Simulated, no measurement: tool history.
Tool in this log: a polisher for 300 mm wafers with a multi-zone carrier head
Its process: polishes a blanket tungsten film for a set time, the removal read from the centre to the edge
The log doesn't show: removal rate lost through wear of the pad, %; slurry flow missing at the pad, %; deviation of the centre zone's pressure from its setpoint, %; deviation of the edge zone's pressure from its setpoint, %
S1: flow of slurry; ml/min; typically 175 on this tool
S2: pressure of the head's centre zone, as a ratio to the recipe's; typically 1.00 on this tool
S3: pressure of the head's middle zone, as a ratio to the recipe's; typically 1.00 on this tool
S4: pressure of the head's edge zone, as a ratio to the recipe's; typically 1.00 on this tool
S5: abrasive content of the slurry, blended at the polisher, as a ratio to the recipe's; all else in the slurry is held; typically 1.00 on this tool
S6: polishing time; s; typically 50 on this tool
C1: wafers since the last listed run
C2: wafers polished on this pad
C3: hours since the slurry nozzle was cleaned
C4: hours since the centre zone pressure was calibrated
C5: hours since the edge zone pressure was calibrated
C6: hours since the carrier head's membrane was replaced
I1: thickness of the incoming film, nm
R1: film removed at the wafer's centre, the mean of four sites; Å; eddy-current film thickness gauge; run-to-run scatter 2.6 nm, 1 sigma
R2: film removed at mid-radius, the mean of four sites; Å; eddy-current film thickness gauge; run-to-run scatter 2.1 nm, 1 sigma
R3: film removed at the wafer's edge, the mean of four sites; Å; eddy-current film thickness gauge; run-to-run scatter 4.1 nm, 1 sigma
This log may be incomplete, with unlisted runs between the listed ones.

run 1 day=0.000 | S1=175 S2=1.00 S3=1.00 S4=1.00 S5=1.00 S6=50 | C1=0 C2=1895 C3=77.7 C4=113.4 C5=1192.4 C6=723.3 | I1=680.5 | R1=2772 R2=2805 R3=2833
-- day=0.975 carrier head's membrane replaced by a new one, of another model than before
run 2 day=1.225 | S1=175 S2=1.00 S3=1.00 S4=1.00 S5=1.00 S6=50 | C1=321 C2=2216 C3=107.1 C4=142.8 C5=1221.8 C6=6.0 | I1=693.7 | R1=2755 R2=2767 R3=2819
-- day=1.812 worn pad replaced by a new one
run 3 day=2.483 | S1=175 S2=1.00 S3=1.00 S4=1.00 S5=1.00 S6=50 | C1=345 C2=212 C3=137.3 C4=173.0 C5=1252.0 C6=36.2 | I1=699.9 | R1=2745 R2=2808 R3=2886
run 4 day=3.792 | S1=145 S2=1.00 S3=1.07 S4=0.92 S5=1.00 S6=37 | C1=414 C2=626 C3=168.7 C4=204.4 C5=1283.4 C6=67.6 | I1=684.9 | R1=1915 R2=2181 R3=1965
run 5 day=4.862 | S1=175 S2=1.00 S3=1.00 S4=1.00 S5=1.00 S6=41 | C1=338 C2=965 C3=194.4 C4=230.1 C5=1309.1 C6=93.3 | I1=687.9 | R1=2262 R2=2258 R3=2260
run 6 day=6.246 | S1=175 S2=1.06 S3=1.00 S4=1.00 S5=1.00 S6=61 | C1=437 C2=1403 C3=227.6 C4=263.3 C5=1342.3 C6=126.5 | I1=688.6 | R1=3680 R2=3429 R3=3461
run 7 day=7.154 | S1=175 S2=1.00 S3=1.00 S4=1.00 S5=1.20 S6=50 | C1=287 C2=1691 C3=249.4 C4=285.1 C5=1364.1 C6=148.3 | I1=693.3 | R1=2815 R2=2844 R3=2903
-- day=7.662 edge zone pressure recalibrated
run 8 day=8.538 | S1=175 S2=1.00 S3=1.00 S4=1.00 S5=1.15 S6=50 | C1=411 C2=2102 C3=282.6 C4=318.3 C5=21.0 C6=181.5 | I1=679.0 | R1=2813 R2=2843 R3=2846
run 9 day=9.138 | S1=230 S2=1.00 S3=1.00 S4=1.00 S5=0.85 S6=50 | C1=189 C2=2292 C3=297.0 C4=332.7 C5=35.4 C6=195.9 | I1=695.6 | R1=2786 R2=2807 R3=2776
run 10 day=9.825 | S1=155 S2=1.00 S3=1.00 S4=0.95 S5=0.85 S6=35 | C1=217 C2=2510 C3=313.5 C4=349.2 C5=51.9 C6=212.4 | I1=688.4 | R1=1790 R2=1871 R3=1806
-- day=10.975 worn pad replaced by a new one
run 11 day=11.129 | S1=150 S2=1.07 S3=1.00 S4=1.08 S5=0.80 S6=50 | C1=360 C2=48 C3=344.8 C4=380.5 C5=83.2 C6=243.7 | I1=698.0 | R1=2833 R2=2595 R3=2762
run 12 day=12.358 | S1=175 S2=1.00 S3=1.00 S4=1.00 S5=1.00 S6=50 | C1=389 C2=437 C3=374.3 C4=410.0 C5=112.7 C6=273.2 | I1=679.2 | R1=2699 R2=2763 R3=2833
run 13 day=13.071 | S1=175 S2=1.00 S3=0.96 S4=1.07 S5=1.00 S6=50 | C1=225 C2=662 C3=391.4 C4=427.1 C5=129.8 C6=290.3 | I1=691.8 | R1=2706 R2=2626 R3=2877
run 14 day=13.904 | S1=175 S2=1.00 S3=1.00 S4=1.00 S5=1.00 S6=50 | C1=263 C2=926 C3=411.4 C4=447.1 C5=149.8 C6=310.3 | I1=704.7 | R1=2699 R2=2747 R3=2827

Run 15 is up next; what results do you expect?
run 15 day=14.846 | S1=175 S2=1.00 S3=1.09 S4=1.00 S5=1.00 S6=50 | C1=298 C2=1224 C3=434.0 C4=469.7 C5=172.4 C6=332.9 | I1=700.3 | R1=? R2=? R3=?

{"run 15": {"R1": 2696, "R2": 3018, "R3": 2772}}
If the tool had no hidden condition, the same run with the same run-to-run variation would have returned R1 2754 Å, R2 3076 Å, R3 2810 Å.
